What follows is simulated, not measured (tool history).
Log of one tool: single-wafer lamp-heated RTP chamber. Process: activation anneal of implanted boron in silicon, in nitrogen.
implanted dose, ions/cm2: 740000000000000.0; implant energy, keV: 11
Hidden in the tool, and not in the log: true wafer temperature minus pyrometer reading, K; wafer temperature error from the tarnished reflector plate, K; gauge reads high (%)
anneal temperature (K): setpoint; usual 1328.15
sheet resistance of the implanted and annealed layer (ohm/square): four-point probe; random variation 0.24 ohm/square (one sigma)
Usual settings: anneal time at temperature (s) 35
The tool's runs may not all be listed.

run,hour,anneal temperature (K),anneal time at temperature (s),wafers since the last listed run,wafers since the last pyrometer calibration,wafers since the reflector plate was cleaned,hours since the gauge calibration,"read-back reference wafer on the same gauge, sheet resistance",sheet resistance of the implanted and annealed layer (ohm/square)
1,0.0,1337.15,35,0,2633,6094,396.7,145.61,161.76
2,39.2,1328.15,35,547,3181,6642,435.9,145.61,162.89
3,77.0,1328.15,52,528,3709,7170,473.7,145.54,161.27
4,115.6,1328.15,35,539,4248,7709,512.3,145.56,162.79
5,151.9,1328.15,35,507,4755,8217,548.6,145.53,162.54
6,217.1,1328.15,35,910,5666,9127,613.8,145.48,162.81
7,268.1,1328.15,35,712,6378,9840,664.8,145.42,162.54
8,339.6,1328.15,35,998,7377,10839,736.3,145.37,162.68
# hour 358.7: pyrometer window cleaned and pyrometer calibrated
# hour 392.2: reflector plate cleaned
9,411.3,1328.15,35,778,622,267,808.0,145.26,162.93
10,440.1,1346.15,35,402,1025,669,836.8,145.28,161.25
11,471.6,1328.15,35,440,1465,1109,868.3,145.26,162.10
12,521.3,1328.15,35,694,2159,1803,918.0,145.30,161.87
13,580.3,1328.15,35,824,2983,2628,977.0,145.19,162.51
14,646.5,1352.15,23,924,3908,3552,1043.2,145.13,162.92
15,715.2,1350.15,35,959,4868,4512,1111.9,145.05,161.10
16,781.2,1339.15,29,922,5790,5434,1177.9,145.02,161.82
# hour 783.1: gauge calibrated
17,838.7,1328.15,35,803,6593,6238,55.6,145.92,163.07
18,885.5,1343.15,42,653,7247,6891,102.4,145.85,161.21
# hour 960.8: pyrometer window cleaned and pyrometer calibrated
19,961.3,1328.15,49,947,7,7839,178.2,145.75,161.62
20,998.9,1344.15,18,525,532,8364,215.8,145.67,163.79
21,1061.7,1339.15,45,877,1409,9241,278.6,145.72,161.43
22,1116.8,1319.15,19,769,2179,10011,333.7,145.76,165.55
23,1173.0,1315.15,52,785,2964,10796,389.9,145.64,162.77
24,1209.8,1305.15,24,514,3478,11310,426.7,145.62,166.45

Run 25 comes next. What will it give?
25,1242.8,1352.15,23,461,3939,11771,459.7,?,?

{"run 25": {"read-back reference wafer on the same gauge, sheet resistance": 145.56, "sheet resistance of the implanted and annealed layer (ohm/square)": 162.99}}
Without the tool's hidden state the same run would have given sheet resistance of the implanted and annealed layer (ohm/square) 163.47.
